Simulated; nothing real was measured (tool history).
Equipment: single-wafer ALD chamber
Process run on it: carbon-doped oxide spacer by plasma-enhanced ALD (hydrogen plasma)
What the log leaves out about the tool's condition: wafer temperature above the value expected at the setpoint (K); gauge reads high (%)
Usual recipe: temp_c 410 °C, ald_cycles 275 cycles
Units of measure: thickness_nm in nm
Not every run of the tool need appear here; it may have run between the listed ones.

| run | hour | temp_c | ald_cycles | wafers since the last listed run | hours since the last thermocouple change | hours since the gauge calibration | read-back reference wafer on the same gauge, thickness_nm | thickness_nm |
|---|---|---|---|---|---|---|---|---|
| 1 | 0 | 410 | 253 | 0 | 2480.3 | 20.1 | 12.705 | 12.32 |
| 2 | 16.9 | 410 | 253 | 21 | 2497.2 | 37 | 12.731 | 12.322 |
| 3 | 34.6 | 421 | 251 | 22 | 2514.9 | 54.7 | 12.751 | 11.875 |
| 4 | 46.7 | 421 | 251 | 15 | 2527 | 66.8 | 12.776 | 11.85 |
| 5 | 64.6 | 421 | 251 | 22 | 2544.9 | 84.7 | 12.785 | 11.892 |
| 6 | 78.9 | 399 | 275 | 18 | 2559.2 | 99 | 12.795 | 13.844 |
| 7 | 109.4 | 399 | 275 | 38 | 2589.7 | 129.5 | 12.811 | 13.795 |
| 8 | 119.9 | 410 | 305 | 13 | 2600.2 | 140 | 12.817 | 14.867 |
| 9 | 129.5 | 410 | 307 | 12 | 2609.8 | 149.6 | 12.806 | 15.04 |
| 10 | 144.2 | 410 | 307 | 18 | 2624.5 | 164.3 | 12.839 | 15.003 |
| 11 | 160.7 | 410 | 307 | 21 | 2641 | 180.8 | 12.838 | 14.948 |
| 12 | 170.2 | 421 | 275 | 12 | 2650.5 | 190.3 | 12.822 | 13.034 |
| 13 | 186.8 | 410 | 275 | 21 | 2667.1 | 206.9 | 12.836 | 13.549 |
| 14 | 194.7 | 410 | 275 | 10 | 2675 | 214.8 | 12.836 | 13.451 |
|  | 211.1 | thermocouple changed; heater temperature recalibrated |
| 15 | 211.6 | 410 | 275 | 11 | 0.5 | 231.7 | 12.841 | 13.474 |
| 16 | 212.8 | 410 | 275 | 1 | 1.7 | 232.9 | 12.845 | 13.482 |
| 17 | 230.7 | 410 | 275 | 22 | 19.6 | 250.8 | 12.843 | 13.453 |
| 18 | 237.3 | 410 | 275 | 8 | 26.2 | 257.4 | 12.841 | 13.466 |
|  | 238.8 | gauge calibrated |
| 19 | 244.7 | 410 | 275 | 9 | 33.6 | 5.9 | 12.726 | 13.353 |
| 20 | 258.7 | 410 | 293 | 17 | 47.6 | 19.9 | 12.739 | 14.216 |
| 21 | 275.8 | 397 | 275 | 21 | 64.7 | 37 | 12.761 | 13.824 |
| 22 | 287.8 | 414 | 307 | 15 | 76.7 | 49 | 12.761 | 14.787 |
| 23 | 302.1 | 401 | 300 | 18 | 91 | 63.3 | 12.781 | 15.02 |
| 24 | 313.1 | 421 | 251 | 14 | 102 | 74.3 | 12.792 | 11.918 |
| 25 | 326.7 | 410 | 230 | 17 | 115.6 | 87.9 | 12.812 | 11.246 |
| 26 | 334 | 410 | 275 | 9 | 122.9 | 95.2 | 12.801 | 13.473 |
| 27 | 342.6 | 424 | 229 | 10 | 131.5 | 103.8 | 12.81 | 10.795 |
| 28 | 358.6 | 404 | 275 | 20 | 147.5 | 119.8 | 12.807 | 13.644 |
| 29 | 374.1 | 410 | 275 | 19 | 163 | 135.3 | 12.832 | 13.479 |
| 30 | 387.8 | 396 | 275 | 17 | 176.7 | 149 | 12.834 | 13.878 |
| 31 | 397 | 401 | 312 | 11 | 185.9 | 158.2 | 12.832 | 15.608 |
| 32 | 411.4 | 405 | 257 | 18 | 200.3 | 172.6 | 12.83 | 12.774 |
| 33 | 422.3 | 400 | 307 | 13 | 211.2 | 183.5 | 12.826 | 15.457 |
| 34 | 439 | 397 | 299 | 21 | 227.9 | 200.2 | 12.839 | 15.165 |
| 35 | 450.5 | 414 | 247 | 14 | 239.4 | 211.7 | 12.838 | 11.955 |
| 36 | 470.7 | 416 | 238 | 25 | 259.6 | 231.9 | 12.839 | 11.483 |
| 37 | 485.6 | 400 | 225 | 18 | 274.5 | 246.8 | 12.843 | 11.368 |
|  | 492.9 | gauge calibrated |
| 38 | 498.8 | 403 | 250 | 16 | 287.7 | 5.9 | 12.704 | 12.348 |
| 39 | 513.2 | 410 | 275 | 18 | 302.1 | 20.3 | 12.715 | 13.396 |
| 40 | 530.4 | 421 | 308 | 21 | 319.3 | 37.5 | 12.746 | 14.546 |

Some steps in thickness_nm, run to run, broken into two amounts with sign: the step expected even without the hidden condition (settings, incoming material, random variation), and the rest, left for the hidden condition together with whatever gauge scatter is not in both the measured and the hidden-condition-free result:
Run 18 -> 19: gauge calibrated. thickness_nm -0.113 nm: hidden state -0.125, all else +0.012.
Run 23 -> 24: temp_c 401 -> 421, ald_cycles 300 -> 251. thickness_nm -3.102 nm: hidden state -0.013, all else -3.089.
Run 27 -> 28: temp_c 424 -> 404, ald_cycles 229 -> 275. thickness_nm +2.849 nm: hidden state +0.032, all else +2.817.
Run 34 -> 35: temp_c 397 -> 414, ald_cycles 299 -> 247. thickness_nm -3.21 nm: hidden state -0.033, all else -3.177.
Run 37 -> 38: temp_c 400 -> 403, ald_cycles 225 -> 250, gauge calibrated. thickness_nm +0.98 nm: hidden state -0.131, all else +1.111.
